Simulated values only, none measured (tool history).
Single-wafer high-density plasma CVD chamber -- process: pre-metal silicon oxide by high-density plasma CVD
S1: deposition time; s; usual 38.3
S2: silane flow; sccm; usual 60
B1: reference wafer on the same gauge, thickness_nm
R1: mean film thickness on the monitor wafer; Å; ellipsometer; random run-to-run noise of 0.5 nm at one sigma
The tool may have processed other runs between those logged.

run 1 day=0.000 | S1=38.3 S2=60 | B1=192.925 | R1=2294.38
run 2 day=0.512 | S1=38.3 S2=60 | B1=193.117 | R1=2295.77
run 3 day=1.129 | S1=38.3 S2=60 | B1=193.068 | R1=2293.31
run 4 day=2.258 | S1=36.5 S2=68 | B1=192.858 | R1=2457.35
run 5 day=3.012 | S1=36.5 S2=68 | B1=192.982 | R1=2458.90
run 6 day=3.600 | S1=36.5 S2=68 | B1=192.960 | R1=2459.60
run 7 day=5.479 | S1=38.3 S2=60 | B1=193.093 | R1=2295.19
run 8 day=6.217 | S1=43.2 S2=60 | B1=193.065 | R1=2593.61
run 9 day=7.462 | S1=43.2 S2=60 | B1=193.194 | R1=2582.13
run 10 day=8.483 | S1=43.2 S2=60 | B1=192.970 | R1=2581.91
run 11 day=9.025 | S1=38.3 S2=67 | B1=192.947 | R1=2535.61
run 12 day=10.154 | S1=38.3 S2=67 | B1=193.054 | R1=2541.00
run 13 day=11.342 | S1=38.3 S2=67 | B1=192.902 | R1=2547.00
run 14 day=12.275 | S1=44.3 S2=60 | B1=192.982 | R1=2643.59
run 15 day=13.025 | S1=44.3 S2=60 | B1=193.011 | R1=2656.57
run 16 day=13.783 | S1=45.3 S2=54 | B1=192.828 | R1=2465.80
-- day=14.854 silane flow controller replaced
run 17 day=14.958 | S1=30.8 S2=51 | B1=192.992 | R1=1597.49
run 18 day=17.117 | S1=35.7 S2=51 | B1=192.937 | R1=1843.72
run 19 day=18.075 | S1=45.5 S2=56 | B1=192.932 | R1=2562.13
run 20 day=19.379 | S1=33.1 S2=69 | B1=192.975 | R1=2260.29
run 21 day=20.708 | S1=38.3 S2=60 | B1=192.919 | R1=2297.08
run 22 day=21.288 | S1=31.7 S2=57 | B1=192.812 | R1=1812.23
-- day=21.883 gauge calibrated
run 23 day=21.938 | S1=38.3 S2=54 | B1=193.094 | R1=2078.20
run 24 day=25.546 | S1=38.3 S2=60 | B1=192.885 | R1=2296.88
run 25 day=29.917 | S1=34.6 S2=64 | B1=193.075 | R1=2201.41
run 26 day=30.588 | S1=36.3 S2=72 | B1=192.954 | R1=2563.60
run 27 day=31.304 | S1=32.8 S2=71 | B1=192.901 | R1=2297.15
run 28 day=32.408 | S1=45.0 S2=68 | B1=193.040 | R1=3025.78
run 29 day=32.967 | S1=32.4 S2=53 | B1=192.956 | R1=1733.07
run 30 day=33.479 | S1=38.3 S2=67 | B1=193.107 | R1=2546.70

Predict each of these 4 candidate next runs independently; none follows another, all start after run 30:
run A day=33.496 | S1=38.3 S2=60 | B1=? | R1=?
run B day=33.496 | S1=38.3 S2=56 | B1=? | R1=?
run C day=33.496 | S1=44.5 S2=64 | B1=? | R1=?
run D day=33.496 | S1=42.5 S2=54 | B1=? | R1=?

run=A B1=193.058 R1=2296.35
run=B B1=193.058 R1=2154.94
run=C B1=193.058 R1=2832.38
run=D B1=193.058 R1=2312.80
Stripped of hidden state, with their random variation kept, the same runs would have yielded:
run=A R1=2296.35
run=B R1=2154.94
run=C R1=2832.38
run=D R1=2312.80

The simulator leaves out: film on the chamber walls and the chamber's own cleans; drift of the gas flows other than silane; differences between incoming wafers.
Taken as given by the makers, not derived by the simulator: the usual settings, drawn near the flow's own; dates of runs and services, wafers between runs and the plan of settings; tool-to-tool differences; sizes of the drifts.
